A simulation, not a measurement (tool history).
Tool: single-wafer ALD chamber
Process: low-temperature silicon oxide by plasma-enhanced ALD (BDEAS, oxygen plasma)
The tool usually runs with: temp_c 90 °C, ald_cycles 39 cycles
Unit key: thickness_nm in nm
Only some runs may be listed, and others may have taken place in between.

run	hour	temp_c	ald_cycles	wafers since the last listed run	hours since the last thermocouple change	hours since the gauge calibration	read-back reference wafer on the same gauge, thickness_nm	thickness_nm
1	0	90	42	0	2951.9	127.3	4.871	5.864
2	6	79	39	44	2957.9	133.3	4.872	5.678
3	15.9	79	39	72	2967.8	143.2	4.868	5.666
4	28.8	90	45	95	2980.7	156.1	4.872	6.261
5	44.1	90	45	112	2996	171.4	4.872	6.281
6	58.9	90	45	109	3010.8	186.2	4.872	6.28
7	73.4	90	39	106	3025.3	200.7	4.87	5.447
8	86.2	90	39	94	3038.1	213.5	4.867	5.443
9	93.1	90	39	50	3045	220.4	4.87	5.433
10	110.9	90	39	131	3062.8	238.2	4.87	5.447
11	117.5	90	39	48	3069.4	244.8	4.87	5.451
12	132.6	82	43	111	3084.5	259.9	4.871	6.196
13	145.6	79	32	95	3097.5	272.9	4.865	4.651
14	156.6	79	42	81	3108.5	283.9	4.87	6.125
# hour 159.1: gauge calibrated
15	173.7	79	39	126	3125.6	14.6	4.871	5.688
# hour 182.8: thermocouple changed; heater temperature recalibrated
16	191.4	97	37	71	8.6	32.3	4.869	5.029
17	206	90	45	107	23.2	46.9	4.868	6.297
18	213.5	83	44	55	30.7	54.4	4.865	6.317
19	226.5	97	34	95	43.7	67.4	4.868	4.617
20	242.7	80	35	119	59.9	83.6	4.869	5.087
21	257.3	95	35	107	74.5	98.2	4.865	4.803

4 ways to go on from here, each from the tool as it stands after run 21. What would each give?
A	257.8	90	39	3	75	98.7	?	?
B	257.8	79	34	3	75	98.7	?	?
C	257.8	90	32	3	75	98.7	?	?
D	257.8	83	42	3	75	98.7	?	?

run	read-back reference wafer on the same gauge, thickness_nm	thickness_nm
A	4.872	5.458
B	4.872	4.967
C	4.872	4.479
D	4.872	6.042
The same runs, with their run-to-run variation unchanged, on a tool lacking any hidden condition would have given:
run	thickness_nm
A	5.458
B	4.967
C	4.479
D	6.042

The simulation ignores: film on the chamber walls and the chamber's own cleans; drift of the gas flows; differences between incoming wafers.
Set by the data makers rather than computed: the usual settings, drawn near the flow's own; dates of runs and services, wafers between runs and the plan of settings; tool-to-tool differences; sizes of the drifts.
